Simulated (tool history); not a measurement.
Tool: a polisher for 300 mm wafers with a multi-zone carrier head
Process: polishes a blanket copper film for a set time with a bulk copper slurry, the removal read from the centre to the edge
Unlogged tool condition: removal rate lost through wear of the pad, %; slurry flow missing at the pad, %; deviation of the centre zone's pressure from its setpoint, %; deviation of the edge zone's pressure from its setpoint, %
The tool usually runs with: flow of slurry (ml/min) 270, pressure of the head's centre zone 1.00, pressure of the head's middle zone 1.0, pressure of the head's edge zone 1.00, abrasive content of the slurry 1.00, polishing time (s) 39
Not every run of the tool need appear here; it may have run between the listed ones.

run     day  flow of slurry (ml/min)  pressure of the head's centre zone  pressure of the head's middle zone  pressure of the head's edge zone  abrasive content of the slurry  polishing time (s)  wafers since the last listed run  wafers polished on this pad  hours since the slurry nozzle was cleaned  hours since the centre zone pressure was calibrated  hours since the edge zone pressure was calibrated  hours since the carrier head's membrane was replaced  incoming thickness of the incoming film, nm  film removed at the wafer's centre (nm)  film removed at mid-radius (nm)  film removed at the wafer's edge (nm)
  1   0.000                      270                                1.00                                 1.0                              0.95                            1.00                  39                                 0                          453                                      858.3                                                256.3                                              759.6                                                 836.8                                       3087.7                                    356.9                            353.3                                  357.2
      0.075  -- slurry nozzle cleaned
  2   1.133                      270                                1.00                                 1.0                              0.95                            1.00                  39                               416                          870                                       25.4                                                283.5                                              786.8                                                 864.0                                       3003.0                                    427.6                            419.4                                  403.8
  3   2.192                      270                                1.00                                 1.0                              1.00                            1.00                  39                               403                         1273                                       50.8                                                308.9                                              812.2                                                 889.4                                       3103.6                                    448.2                            418.4                                  413.2
  4   3.267                      270                                1.00                                 1.0                              1.00                            1.00                  39                               410                         1684                                       76.6                                                334.7                                              838.0                                                 915.2                                       2995.1                                    448.5                            414.9                                  412.7
  5   4.038                      325                                1.00                                 1.0                              1.00                            0.85                  48                               294                         1978                                       95.1                                                353.2                                              856.5                                                 933.7                                       3047.1                                    551.0                            519.0                                  506.1
      4.725  -- carrier head's membrane replaced by a new one
      5.158  -- edge zone pressure recalibrated
  6   5.338                      270                                1.00                                 1.0                              1.00                            1.00                  39                               384                         2362                                      126.3                                                384.4                                                4.3                                                  14.7                                       3087.5                                    447.3                            423.3                                  410.4
      5.800  -- worn pad replaced by a new one
  7   5.875                      270                                1.00                                 1.0                              1.00                            1.30                  39                               141                           29                                      139.2                                                397.3                                               17.2                                                  27.6                                       3034.5                                    461.2                            430.7                                  429.2
  8   6.575                      270                                1.00                                 1.0                              0.92                            1.20                  39                               267                          296                                      156.0                                                414.1                                               34.0                                                  44.4                                       3022.2                                    462.6                            425.0                                  404.1
  9   7.962                      270                                1.00                                 1.1                              1.00                            1.00                  39                               529                          825                                      189.3                                                447.4                                               67.3                                                  77.7                                       2981.2                                    446.1                            457.4                                  409.1
 10   9.421                      270                                1.00                                 1.0                              1.00                            1.20                  39                               556                         1382                                      224.3                                                482.4                                              102.3                                                 112.7                                       3048.2                                    474.9                            432.9                                  422.3
     11.883  -- worn pad replaced by a new one
 11  13.275                      270                                1.06                                 1.0                              0.89                            1.10                  33                              1406                          531                                      316.8                                                574.9                                              194.8                                                 205.2                                       3056.9                                    423.8                            357.7                                  334.2

What will run 12 give?
     14.658  -- centre zone pressure recalibrated
 12  14.704                      200                                1.00                                 1.0                              1.00                            1.00                  39                               513                         1045                                      351.1                                                  1.1                                              229.1                                                 239.5                                       3100.9                                        ?                                ?                                      ?

For run 12 the tool returned film removed at the wafer's centre (nm) 393.5, film removed at mid-radius (nm) 399.4, film removed at the wafer's edge (nm) 401.4.
The same run, on a tool lacking any hidden state, would have yielded film removed at the wafer's centre (nm) 399.5, film removed at mid-radius (nm) 406.4, film removed at the wafer's edge (nm) 406.5.
